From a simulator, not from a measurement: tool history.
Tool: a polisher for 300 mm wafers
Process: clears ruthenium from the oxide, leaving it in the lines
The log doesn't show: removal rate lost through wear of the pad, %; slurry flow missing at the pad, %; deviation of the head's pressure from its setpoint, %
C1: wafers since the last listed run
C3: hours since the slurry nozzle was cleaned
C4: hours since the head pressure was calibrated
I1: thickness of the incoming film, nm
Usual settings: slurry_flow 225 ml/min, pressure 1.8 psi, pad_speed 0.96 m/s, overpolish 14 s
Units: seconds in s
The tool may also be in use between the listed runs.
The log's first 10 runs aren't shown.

run 11 hour=98.5 | slurry_flow=225 pressure=1.8 pad_speed=0.96 overpolish=14 | C1=68 wafers_polished_on_this_pad=188 C3=364.6 C4=34.1 | I1=100.9 | seconds=90.8
run 12 hour=106.8 | slurry_flow=225 pressure=1.8 pad_speed=0.96 overpolish=14 | C1=71 wafers_polished_on_this_pad=260 C3=372.9 C4=42.4 | I1=98.6 | seconds=88.1
run 13 hour=158.6 | slurry_flow=225 pressure=1.8 pad_speed=0.96 overpolish=14 | C1=447 wafers_polished_on_this_pad=707 C3=424.7 C4=94.2 | I1=98.2 | seconds=86.1
run 14 hour=167.4 | slurry_flow=225 pressure=1.8 pad_speed=0.96 overpolish=14 | C1=76 wafers_polished_on_this_pad=783 C3=433.5 C4=103 | I1=100.3 | seconds=87.9
run 15 hour=181.7 | slurry_flow=225 pressure=1.8 pad_speed=0.96 overpolish=14 | C1=123 wafers_polished_on_this_pad=907 C3=447.8 C4=117.3 | I1=100.2 | seconds=90.1
run 16 hour=193.1 | slurry_flow=225 pressure=1.8 pad_speed=0.96 overpolish=14 | C1=98 wafers_polished_on_this_pad=1005 C3=459.2 C4=128.7 | I1=102.2 | seconds=91.5
run 17 hour=200.6 | slurry_flow=225 pressure=1.8 pad_speed=0.96 overpolish=14 | C1=64 wafers_polished_on_this_pad=1070 C3=466.7 C4=136.2 | I1=101.3 | seconds=90.2
run 18 hour=226.6 | slurry_flow=170 pressure=1.5 pad_speed=1.16 overpolish=7 | C1=224 wafers_polished_on_this_pad=1295 C3=492.7 C4=162.2 | I1=100.7 | seconds=88.5
run 19 hour=242.8 | slurry_flow=150 pressure=1.8 pad_speed=0.96 overpolish=14 | C1=139 wafers_polished_on_this_pad=1435 C3=508.9 C4=178.4 | I1=101 | seconds=94.5
run 20 hour=257.4 | slurry_flow=155 pressure=1.2 pad_speed=0.72 overpolish=19 | C1=126 wafers_polished_on_this_pad=1561 C3=523.5 C4=193 | I1=99.7 | seconds=165.1
-- hour=268.2 worn pad replaced by a new one
run 21 hour=268.8 | slurry_flow=225 pressure=1.8 pad_speed=0.96 overpolish=14 | C1=63 wafers_polished_on_this_pad=4 C3=534.9 C4=204.4 | I1=101.1 | seconds=90.3
run 22 hour=284.3 | slurry_flow=225 pressure=1.2 pad_speed=0.96 overpolish=17 | C1=133 wafers_polished_on_this_pad=138 C3=550.4 C4=219.9 | I1=100 | seconds=116
run 23 hour=293.5 | slurry_flow=225 pressure=1.8 pad_speed=0.96 overpolish=14 | C1=79 wafers_polished_on_this_pad=218 C3=559.6 C4=229.1 | I1=101.1 | seconds=89.6

The next listed run, before its measurement:
-- hour=301.4 slurry nozzle cleaned
run 24 hour=302.9 | slurry_flow=225 pressure=1.5 pad_speed=1.14 overpolish=14 | C1=72 wafers_polished_on_this_pad=290 C3=1.5 C4=238.5 | I1=101.1 | seconds=?

seconds: 83.3 s
Without the tool's hidden state the same run would have given seconds 83.3 s.
